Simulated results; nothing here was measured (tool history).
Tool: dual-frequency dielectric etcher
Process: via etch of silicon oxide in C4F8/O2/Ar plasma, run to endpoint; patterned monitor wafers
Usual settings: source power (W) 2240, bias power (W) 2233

run     day  source power (W)  bias power (W)  wafers since the last listed run  hours since the last wet clean  hours since the last source power generator calibration  hours since the last bias power generator calibration  hours since the last upper electrode change  incoming incoming film thickness, nm  endpoint time (s)
  1       0              2240            2233                                 0                           326.7                                                   2674.3                                                 2402.6                                       3193.2                                1244.6                223
  2    1.45              2240            2233                               189                           361.5                                                   2709.1                                                 2437.4                                         3228                                1244.3              223.1
  3   2.471              2240            2233                               133                             386                                                   2733.6                                                 2461.9                                       3252.5                                1242.3              220.9
  4   3.092              2240            2233                                81                           400.9                                                   2748.5                                                 2476.8                                       3267.4                                1244.6              222.2
  5   4.162              2240            2641                               140                           426.6                                                   2774.2                                                 2502.5                                       3293.1                                1245.2              210.9
  6   5.096              2240            2641                               122                             449                                                   2796.6                                                 2524.9                                       3315.5                                1238.2              209.9
  7   6.217              2240            2641                               146                           475.9                                                   2823.5                                                 2551.8                                       3342.4                                1242.8                212
  8   6.733              2240            2233                                67                           488.3                                                   2835.9                                                 2564.2                                       3354.8                                1241.8              222.7
  9   8.204              2240            2233                               192                           523.6                                                   2871.2                                                 2599.5                                       3390.1                                1243.7              220.7
 10   9.142              2240            2233                               122                           546.1                                                   2893.7                                                   2622                                       3412.6                                1258.3              223.4
 11  10.175              2240            2233                               135                           570.9                                                   2918.5                                                 2646.8                                       3437.4                                1247.6              222.5
 12  11.483              2050            2233                               171                           602.3                                                   2949.9                                                 2678.2                                       3468.8                                1230.5              227.1
     13.092  -- wet clean of the chamber
 13  13.112              2520            1957                                82                             0.5                                                     2989                                                 2717.3                                       3507.9                                1247.7              223.9
 14  14.079              2240            2233                               126                            23.7                                                   3012.2                                                 2740.5                                       3531.1                                  1239              222.5
 15  14.883              2440            2458                               105                              43                                                   3031.5                                                 2759.8                                       3550.4                                1243.1              210.6
     15.475  -- bias power generator calibrated
 16  15.725              2780            2233                                88                            63.2                                                   3051.7                                                      6                                       3570.6                                1245.1              205.7
 17  16.346              2240            2233                                81                            78.1                                                   3066.6                                                   20.9                                       3585.5                                1250.5              223.2
 18  17.271              2570            2092                               121                           100.3                                                   3088.8                                                   43.1                                       3607.7                                1242.3              214.4
 19  17.904              2240            2233                                82                           115.5                                                     3104                                                   58.3                                       3622.9                                1237.6              220.6
     18.233  -- source power generator calibrated
 20  18.871              1730            1844                               104                           138.7                                                     15.3                                                   81.5                                       3646.1                                1247.6                255
 21  19.854              2240            2233                               128                           162.3                                                     38.9                                                  105.1                                       3669.7                                1234.4                221
     20.904  -- upper electrode replaced
 22  22.279              2090            2046                               186                           220.5                                                     97.1                                                  163.3                                           33                                1223.1              228.1
 23  23.462              2010            2233                               154                           248.9                                                    125.5                                                  191.7                                         61.4                                1230.2              227.6
 24  24.608              2240            2680                               149                           276.4                                                      153                                                  219.2                                         88.9                                1248.2              210.3
 25   25.45              2240            2233                               110                           296.6                                                    173.2                                                  239.4                                        109.1                                1260.1              226.6
 26   26.65              2760            2233                               157                           325.4                                                      202                                                  268.2                                        137.9                                1234.2              206.6
 27  27.854              1870            2233                               157                           354.3                                                    230.9                                                  297.1                                        166.8                                1236.2              235.4
 28  28.546              2240            2233                                90                           370.9                                                    247.5                                                  313.7                                        183.4                                1233.3              219.7
 29  29.158              2040            2536                                80                           385.6                                                    262.2                                                  328.4                                        198.1                                1240.9              219.2
 30  29.862              2720            2001                                92                           402.5                                                    279.1                                                  345.3                                          215                                1244.4              214.4
 31  30.892              2240            2069                               134                           427.2                                                    303.8                                                    370                                        239.7                                1251.5              228.6
 32  31.646              2240            2233                                98                           445.3                                                    321.9                                                  388.1                                        257.8                                  1238              220.8
 33  32.433              2240            2233                               103                           464.2                                                    340.8                                                    407                                        276.7                                1238.4              221.2
 34  33.975              1710            1975                               201                           501.2                                                    377.8                                                    444                                        313.7                                1234.4              248.5
 35  35.471              2480            2364                               195                           537.1                                                    413.7                                                  479.9                                        349.6                                1240.6              209.8

Hidden state at the last listed run before each entry between runs and at the first one after, where it differs:
Between runs 12 and 13: wet clean of the chamber (day 13.092)
  no hidden state differs between the two runs
Between runs 15 and 16: bias power generator calibrated (day 15.475)
  no hidden state differs between the two runs
Between runs 19 and 20: source power generator calibrated (day 18.233)
  no hidden state differs between the two runs
Between runs 21 and 22: upper electrode replaced (day 20.904)
  no hidden state differs between the two runs
